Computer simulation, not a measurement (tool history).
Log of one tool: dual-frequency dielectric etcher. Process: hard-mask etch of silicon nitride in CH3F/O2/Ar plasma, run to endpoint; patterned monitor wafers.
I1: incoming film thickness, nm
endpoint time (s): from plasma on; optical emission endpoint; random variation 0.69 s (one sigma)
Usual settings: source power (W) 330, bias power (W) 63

Run 1, hour 0.0: usual settings but source power (W) 290; I1 51.5. Result: endpoint time (s) 93.2.
Run 2, hour 71.0: usual settings but source power (W) 290; I1 52.9. Result: endpoint time (s) 89.8.
Run 3, hour 123.0: usual settings; I1 51.8. Result: endpoint time (s) 84.6.
Run 4, hour 185.6: usual settings; I1 51.3. Result: endpoint time (s) 85.6.
Run 5, hour 221.3: usual settings; I1 51.8. Result: endpoint time (s) 85.7.
Run 6, hour 249.0: usual settings but source power (W) 280, bias power (W) 75; I1 51.5. Result: endpoint time (s) 85.1.
Run 7, hour 315.8: usual settings but source power (W) 280, bias power (W) 75; I1 51.9. Result: endpoint time (s) 86.3.
Run 8, hour 382.4: usual settings but source power (W) 360; I1 52.3. Result: endpoint time (s) 86.8.
Run 9, hour 431.9: usual settings; I1 52.2. Result: endpoint time (s) 89.2.
Run 10, hour 498.1: usual settings; I1 51.7. Result: endpoint time (s) 89.5.
Run 11, hour 542.2: usual settings; I1 51.8. Result: endpoint time (s) 84.8.
Run 12, hour 598.4: usual settings but source power (W) 370; I1 52.3. Result: endpoint time (s) 84.2.
Run 13, hour 662.4: usual settings but source power (W) 370; I1 51.9. Result: endpoint time (s) 83.1.
Run 14, hour 690.0: usual settings; I1 52.1. Result: endpoint time (s) 87.0.
Run 15, hour 738.8: usual settings but source power (W) 310, bias power (W) 48; I1 51.1. Result: endpoint time (s) 96.7.
Run 16, hour 789.5: usual settings; I1 51.8. Result: endpoint time (s) 88.7.
Run 17, hour 828.7: usual settings but bias power (W) 53; I1 51.8. Result: endpoint time (s) 94.7.
Run 18, hour 853.3: usual settings; I1 51.9. Result: endpoint time (s) 88.7.
Run 19, hour 921.3: usual settings but source power (W) 300; I1 51.6. Result: endpoint time (s) 90.6.
Run 20, hour 965.4: usual settings but source power (W) 390, bias power (W) 77; I1 51.6. Result: endpoint time (s) 77.7.
Run 21, hour 1006.6: usual settings but source power (W) 400, bias power (W) 77; I1 51.5. Result: endpoint time (s) 73.0.
Run 22, hour 1019.0: usual settings but source power (W) 410, bias power (W) 76; I1 51.9. Result: endpoint time (s) 74.3.
Run 23, hour 1071.9: usual settings but source power (W) 390, bias power (W) 71; I1 51.7. Result: endpoint time (s) 77.3.
Run 24, hour 1142.5: usual settings but source power (W) 250; I1 51.9. Result: endpoint time (s) 92.7.
Run 25, hour 1205.5: usual settings but source power (W) 260, bias power (W) 57; I1 51.5. Result: endpoint time (s) 95.9.
Run 26, hour 1239.5: usual settings; I1 51.5. Result: endpoint time (s) 86.7.
Run 27, hour 1275.1: usual settings but source power (W) 400, bias power (W) 73; I1 52.2. Result: endpoint time (s) 77.9.
Run 28, hour 1411.2: usual settings but source power (W) 300, bias power (W) 51; I1 51.8. Result: endpoint time (s) 98.6.
Run 29, hour 1474.7: usual settings but source power (W) 260, bias power (W) 51; I1 51.7. Result: endpoint time (s) 101.9.

Not shown: 7 entries that the log had between the listed runs. Between which runs, and how does the tool's hidden state differ before and after?
Between runs 1 and 2: wet clean of the chamber (hour 19.7)
  etch rate over this chamber's usual, %: -4.22 -> 0.077
  measured less the result without the state, endpoint time (s): +3.9 -> +0.0
Between runs 9 and 10: source power generator calibrated (hour 482.7)
  etch rate over this chamber's usual, %: -3.65 -> -4.33
  measured less the result without the state, endpoint time (s): +3.3 -> +3.9
Between runs 10 and 11: wet clean of the chamber (hour 541.7)
  etch rate over this chamber's usual, %: -4.33 -> -0.321
  measured less the result without the state, endpoint time (s): +3.9 -> +0.3
Between runs 19 and 20: upper electrode replaced (hour 964.9)
  etch rate over this chamber's usual, %: -4.24 -> -4.69
  measured less the result without the state, endpoint time (s): +3.9 -> +3.6
Between runs 20 and 21: wet clean of the chamber (hour 1006.1)
  etch rate over this chamber's usual, %: -4.69 -> 0.419
  measured less the result without the state, endpoint time (s): +3.6 -> -0.3
Between runs 23 and 24: bias power generator calibrated (hour 1135.0)
  etch rate over this chamber's usual, %: -0.255 -> -0.985
  measured less the result without the state, endpoint time (s): +0.2 -> +0.9
Between runs 28 and 29: wet clean of the chamber (hour 1462.9)
  etch rate over this chamber's usual, %: -3.76 -> -1.32
  measured less the result without the state, endpoint time (s): +3.7 -> +1.4
